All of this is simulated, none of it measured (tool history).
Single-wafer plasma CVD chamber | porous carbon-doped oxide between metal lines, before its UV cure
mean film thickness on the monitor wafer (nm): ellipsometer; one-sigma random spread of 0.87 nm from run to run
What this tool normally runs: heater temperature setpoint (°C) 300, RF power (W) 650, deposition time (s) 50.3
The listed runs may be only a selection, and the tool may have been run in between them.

run,hour,heater temperature setpoint (°C),RF power (W),deposition time (s),"read-back reference wafer on the same gauge, thickness_nm",mean film thickness on the monitor wafer (nm)
1,0,300,650,50.3,337.817,329.702
2,13.1,300,650,50.3,338.034,329.29
3,23.5,300,650,50.3,337.904,328.522
4,30.2,300,650,50.3,338.103,329.421
5,41.5,300,650,50.3,338.005,328.908
6,53.7,300,650,53.5,337.867,349.669
# hour 66.7: thermocouple changed; heater temperature recalibrated
7,67.2,308,650,50.3,337.75,317.048
8,71.9,308,650,50.3,337.837,316.101
9,88.1,308,650,50.3,337.959,315.941
# hour 101.9: RF generator calibrated
10,102.4,300,550,50.3,337.957,291.756
11,108.4,300,550,50.3,338.065,291.971
12,122.4,300,650,47.2,338.107,308.918
13,130.6,300,650,47.2,337.99,308.121
14,141.7,300,650,50.3,338.027,328.207
15,148.7,315,705,41.6,337.984,269.074
# hour 160: showerhead replaced
16,160.5,315,735,50.3,338.006,332.985
17,164.6,300,650,50.3,337.955,329.731
18,182.1,311,590,41.9,337.914,243.764
19,192.5,308,565,59.6,338.057,338.575
20,201.2,286,615,50.3,338.053,340.667
21,209.1,300,650,50.3,337.949,329.201
22,222.8,287,750,44.8,337.976,346.431
23,229.7,300,580,40.5,338,244.872
# hour 257.4: gauge calibrated
24,282.2,300,650,50.3,337.972,328.915
25,296.1,287,750,44.8,337.971,347.418
26,309,304,615,59.2,337.901,363.478
27,317.2,288,780,56.4,337.829,445.052
28,334.7,287,750,44.8,337.981,348.34
29,343.6,310,695,46.2,338.079,302.347
30,356.2,315,595,45.4,338.126,260.793
31,366.2,309,650,43.9,338.026,276.552
32,373.5,300,650,54.9,337.928,358.432
33,388.1,300,650,50.3,337.902,329.991
34,401.3,300,650,50.3,338.024,328.057
35,407.4,300,650,50.3,338.115,329.342

Forecast each of these 3 alternatives for the next run:
A,407.8,310,650,50.3,?,?
B,407.8,300,560,46.2,?,?
C,407.8,304,755,47.3,?,?

run,"read-back reference wafer on the same gauge, thickness_nm",mean film thickness on the monitor wafer (nm)
A,337.922,313.052
B,337.922,272.059
C,337.922,336.544
With no hidden state in the tool, these same runs would have given:
run,mean film thickness on the monitor wafer (nm)
A,313.052
B,272.059
C,336.544
